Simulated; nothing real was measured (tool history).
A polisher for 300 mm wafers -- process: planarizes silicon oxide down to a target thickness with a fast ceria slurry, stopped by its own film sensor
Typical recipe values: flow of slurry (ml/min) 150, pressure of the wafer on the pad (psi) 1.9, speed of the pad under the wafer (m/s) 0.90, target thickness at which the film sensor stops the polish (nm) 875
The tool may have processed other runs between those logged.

run	hour	flow of slurry (ml/min)	pressure of the wafer on the pad (psi)	speed of the pad under the wafer (m/s)	target thickness at which the film sensor stops the polish (nm)	wafers since the last listed run	wafers polished on this pad	hours since the slurry nozzle was cleaned	hours since the head pressure was calibrated	incoming thickness of the incoming film, nm	time until the film sensor stopped the polish (s)
1	0.0	150	1.9	0.90	1012	0	3330	913.1	873.6	1653.5	73.0
# hour 7.4: slurry nozzle cleaned
2	75.2	150	1.9	0.90	875	841	4171	67.8	948.8	1640.2	80.5
3	166.0	150	1.9	0.90	875	1029	5201	158.6	1039.6	1632.3	82.3
4	253.3	150	2.3	0.90	875	989	6191	245.9	1126.9	1620.5	69.4
# hour 317.0: head pressure recalibrated
5	354.7	150	1.9	0.90	875	1127	7318	347.3	37.7	1641.7	78.1
6	450.3	150	1.9	0.90	875	1084	8402	442.9	133.3	1654.4	77.8
7	514.7	150	1.9	0.90	875	730	9132	507.3	197.7	1650.2	79.3
# hour 554.1: worn pad replaced by a new one
8	554.6	150	1.9	0.90	875	407	5	547.2	237.6	1611.8	76.4
9	637.1	150	1.9	0.90	875	935	941	629.7	320.1	1632.3	77.3
10	772.0	150	1.9	0.90	875	1529	2471	764.6	455.0	1614.8	77.7
11	861.9	125	2.1	0.90	875	1019	3490	854.5	544.9	1613.9	75.0
# hour 880.9: slurry nozzle cleaned
12	952.0	180	1.9	1.22	875	1010	4501	71.1	635.0	1624.5	54.4
13	994.4	150	2.5	0.90	733	480	4981	113.5	677.4	1640.4	70.1
14	1086.2	150	1.6	0.90	875	1041	6022	205.3	769.2	1610.4	94.4
15	1175.9	150	1.9	0.90	875	1017	7040	295.0	858.9	1672.8	87.6
# hour 1238.9: worn pad replaced by a new one
16	1276.8	125	2.4	1.02	641	1098	430	395.9	959.8	1631.1	78.6
17	1376.2	110	2.3	0.72	1040	1127	1557	495.3	1059.2	1615.4	70.5
# hour 1400.3: head pressure recalibrated
18	1457.5	150	2.1	1.10	875	899	2456	576.6	57.2	1627.9	58.2
19	1520.3	150	1.9	0.90	875	712	3168	639.4	120.0	1650.4	81.3
20	1576.9	180	1.3	0.78	875	641	3810	696.0	176.6	1647.4	135.6
21	1616.2	180	1.9	0.90	875	445	4256	735.3	215.9	1655.9	83.9
22	1682.7	120	1.6	0.80	974	754	5010	801.8	282.4	1637.9	99.5
# hour 1733.7: slurry nozzle cleaned
23	1750.9	135	1.9	0.80	875	762	5772	17.2	350.6	1606.9	84.6
24	1830.2	175	1.6	0.90	875	899	6671	96.5	429.9	1639.5	91.4
25	1885.4	180	1.3	0.74	1009	625	7297	151.7	485.1	1664.6	117.9
# hour 1925.9: worn pad replaced by a new one
26	2195.3	170	1.9	0.90	875	3468	3054	461.6	795.0	1642.1	84.7
27	2297.8	150	1.6	0.90	639	1162	4216	564.1	897.5	1644.7	135.0
28	2339.8	150	2.4	0.90	649	476	4693	606.1	939.5	1632.1	91.7
29	2431.5	150	1.9	0.90	875	1039	5733	697.8	1031.2	1644.5	85.9
# hour 2441.9: slurry nozzle cleaned
30	2512.4	150	1.9	0.90	875	906	6639	70.5	1112.1	1655.3	84.4
# hour 2571.4: head pressure recalibrated
31	2571.9	150	1.9	0.90	875	652	7291	130.0	0.5	1639.4	74.2
32	2618.3	175	2.5	1.04	1088	526	7817	176.4	46.9	1632.6	33.8
# hour 2640.0: worn pad replaced by a new one
33	2691.9	195	2.5	1.02	1015	789	588	250.0	120.5	1616.1	38.8
34	2786.1	135	2.3	0.90	1112	1068	1657	344.2	214.7	1662.0	47.5
35	2881.1	150	1.2	0.60	1015	1077	2734	439.2	309.7	1666.9	161.0

Each run again, without the hidden state but with its own random variation kept:
The tool's hidden condition here consists of: removal rate lost through wear of the pad, %; slurry flow missing at the pad, %; deviation of the head's pressure from its setpoint, %.
run	time until the film sensor stopped the polish (s)
1	60.5
2	71.5
3	71.2
4	58.7
5	74.3
6	72.8
7	73.5
8	70.3
9	70.3
10	69.4
11	65.6
12	50.9
13	64.6
14	84.9
15	77.1
16	67.2
17	58.6
18	52.4
19	72.6
20	121.3
21	74.6
22	85.7
23	79.4
24	84.0
25	106.8
26	71.8
27	111.8
28	75.5
29	69.8
30	72.3
31	73.3
32	33.1
33	37.5
34	44.4
35	148.5
